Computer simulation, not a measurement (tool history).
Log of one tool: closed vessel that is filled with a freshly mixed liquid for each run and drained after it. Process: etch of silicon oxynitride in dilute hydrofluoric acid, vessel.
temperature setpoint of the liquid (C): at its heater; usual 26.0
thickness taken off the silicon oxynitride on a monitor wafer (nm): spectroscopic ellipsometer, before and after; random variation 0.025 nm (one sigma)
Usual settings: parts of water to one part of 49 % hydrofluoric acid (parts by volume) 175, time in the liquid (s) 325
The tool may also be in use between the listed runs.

run    hour  temperature setpoint of the liquid (C)  parts of water to one part of 49 % hydrofluoric acid (parts by volume)  time in the liquid (s)  read-back film thickness of the silicon oxynitride reference wafer, read on the same gauge (nm)  thickness taken off the silicon oxynitride on a monitor wafer (nm)
  1     0.0                                    22.5                                                                     175                     325                                                                                            69.99                                                                4.77
  2    56.5                                    22.5                                                                     175                     325                                                                                            69.99                                                                4.79
  3   110.8                                    22.5                                                                     175                     325                                                                                            70.01                                                                4.76
  4   137.5                                    26.0                                                                     120                     435                                                                                            69.97                                                               11.47
  5   191.2                                    26.0                                                                     120                     435                                                                                            70.03                                                               11.47
  6   241.0                                    26.0                                                                     120                     435                                                                                            69.99                                                               11.51
      278.6  -- gauge calibrated
  7   312.8                                    26.0                                                                     175                     325                                                                                            70.01                                                                5.61
  8   361.1                                    26.0                                                                     175                     325                                                                                            70.00                                                                5.60
  9   392.7                                    26.0                                                                     175                     325                                                                                            69.98                                                                5.60
 10   453.8                                    28.5                                                                     175                     325                                                                                            70.01                                                                6.22
 11   517.9                                    21.5                                                                     115                     260                                                                                            70.05                                                                5.82
 12   552.2                                    31.0                                                                     125                     135                                                                                            70.04                                                                4.27
 13   601.1                                    26.0                                                                     175                     325                                                                                            69.99                                                                5.58
 14   665.7                                    26.0                                                                     175                     430                                                                                            70.01                                                                7.39
 15   734.2                                    26.0                                                                     175                     325                                                                                            70.00                                                                5.60
 16   778.3                                    26.0                                                                     175                     430                                                                                            70.00                                                                7.45
      797.6  -- thermometer replaced
 17   839.2                                    22.5                                                                     145                     425                                                                                            69.98                                                                7.71
 18   874.0                                    24.5                                                                     100                     245                                                                                            69.99                                                                7.33
 19   901.1                                    23.0                                                                     175                     325                                                                                            70.01                                                                4.89
 20   946.2                                    26.0                                                                     175                     190                                                                                            69.97                                                                3.29
 21   987.8                                    21.5                                                                     260                     450                                                                                            70.03                                                                4.04
     1025.0  -- hydrofluoric acid flow meter replaced
 22  1025.5                                    26.0                                                                     175                     325                                                                                            69.99                                                                5.59
 23  1078.2                                    22.0                                                                     175                     185                                                                                            70.00                                                                2.67
 24  1107.9                                    22.0                                                                     175                     325                                                                                            70.03                                                                4.67
 25  1134.5                                    28.5                                                                     250                     195                                                                                            70.00                                                                2.45
 26  1191.4                                    23.0                                                                     205                     160                                                                                            70.02                                                                2.03
 27  1257.2                                    27.0                                                                     175                     325                                                                                            70.00                                                                5.89
 28  1305.5                                    21.5                                                                     235                     150                                                                                            69.97                                                                1.50
 29  1367.1                                    26.0                                                                     145                     470                                                                                            70.02                                                               10.10
 30  1529.2                                    28.0                                                                     175                     325                                                                                            70.04                                                                6.15

The next listed run, before its measurement:
 31  1596.2                                    26.0                                                                     120                     435                                                                                                ?                                                                   ?

{"run 31": {"read-back film thickness of the silicon oxynitride reference wafer, read on the same gauge (nm)": 70.0, "thickness taken off the silicon oxynitride on a monitor wafer (nm)": 11.45}}
Without the tool's hidden state the same run would have given thickness taken off the silicon oxynitride on a monitor wafer (nm) 11.45.

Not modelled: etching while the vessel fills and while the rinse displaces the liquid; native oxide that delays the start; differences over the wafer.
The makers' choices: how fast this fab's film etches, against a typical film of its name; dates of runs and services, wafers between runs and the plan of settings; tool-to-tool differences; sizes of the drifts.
